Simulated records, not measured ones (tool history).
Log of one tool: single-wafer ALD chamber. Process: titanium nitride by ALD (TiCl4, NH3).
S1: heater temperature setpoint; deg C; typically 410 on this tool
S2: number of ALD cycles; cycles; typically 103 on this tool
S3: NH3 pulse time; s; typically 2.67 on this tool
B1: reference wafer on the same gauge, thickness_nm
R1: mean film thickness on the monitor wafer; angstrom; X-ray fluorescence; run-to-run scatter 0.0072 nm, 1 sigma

run 1 day=0.000 | S1=410 S2=103 S3=3.12 | B1=1.972 | R1=21.74
run 2 day=1.696 | S1=410 S2=103 S3=3.12 | B1=1.972 | R1=21.75
run 3 day=3.875 | S1=410 S2=103 S3=2.67 | B1=1.973 | R1=21.67
run 4 day=4.892 | S1=410 S2=103 S3=2.67 | B1=1.979 | R1=21.73
run 5 day=5.896 | S1=410 S2=103 S3=2.67 | B1=1.978 | R1=21.71
run 6 day=7.183 | S1=410 S2=103 S3=2.67 | B1=1.973 | R1=21.76
run 7 day=9.108 | S1=410 S2=103 S3=3.45 | B1=1.975 | R1=21.86
run 8 day=11.512 | S1=410 S2=103 S3=2.67 | B1=1.977 | R1=21.74
run 9 day=19.312 | S1=410 S2=103 S3=2.67 | B1=1.980 | R1=21.63
run 10 day=21.508 | S1=421 S2=103 S3=2.67 | B1=1.977 | R1=21.79
-- day=22.271 gauge calibrated
-- day=22.512 thermocouple changed; heater temperature recalibrated
-- day=23.312 showerhead replaced
run 11 day=23.333 | S1=397 S2=96 S3=2.67 | B1=1.942 | R1=19.83
run 12 day=24.688 | S1=410 S2=103 S3=2.36 | B1=1.941 | R1=21.39
run 13 day=26.533 | S1=419 S2=110 S3=2.35 | B1=1.945 | R1=22.82
run 14 day=29.454 | S1=410 S2=103 S3=2.67 | B1=1.950 | R1=21.39
run 15 day=31.162 | S1=410 S2=103 S3=2.67 | B1=1.955 | R1=21.45
run 16 day=33.921 | S1=418 S2=123 S3=1.73 | B1=1.960 | R1=25.56
run 17 day=35.333 | S1=402 S2=87 S3=2.37 | B1=1.961 | R1=18.12
run 18 day=37.912 | S1=410 S2=103 S3=2.67 | B1=1.964 | R1=21.56
run 19 day=39.892 | S1=399 S2=95 S3=1.66 | B1=1.964 | R1=19.57
run 20 day=42.612 | S1=410 S2=103 S3=2.67 | B1=1.971 | R1=21.49
run 21 day=44.150 | S1=422 S2=103 S3=2.67 | B1=1.966 | R1=21.74

Selected run-to-run steps in R1, each split into two signed amounts: the part the tool would show with no hidden state at all (from settings, incoming material and random variation), and the remainder, which goes to the hidden state together with any gauge scatter not common to the measured and the hidden-state-free results:
What the log doesn't record here: wafer temperature above the value expected at the setpoint (K); gauge reads high (%).
Run 10 -> 11: S1 421 -> 397, S2 103 -> 96, gauge calibrated, thermocouple changed; heater temperature recalibrated, showerhead replaced. R1 -1.96 angstrom: hidden state -0.42, all else -1.54.
Run 15 -> 16: S1 410 -> 418, S2 103 -> 123, S3 2.67 -> 1.73. R1 +4.11 angstrom: hidden state +0.08, all else +4.03.
Run 16 -> 17: S1 418 -> 402, S2 123 -> 87, S3 1.73 -> 2.37. R1 -7.44 angstrom: hidden state -0.05, all else -7.39.
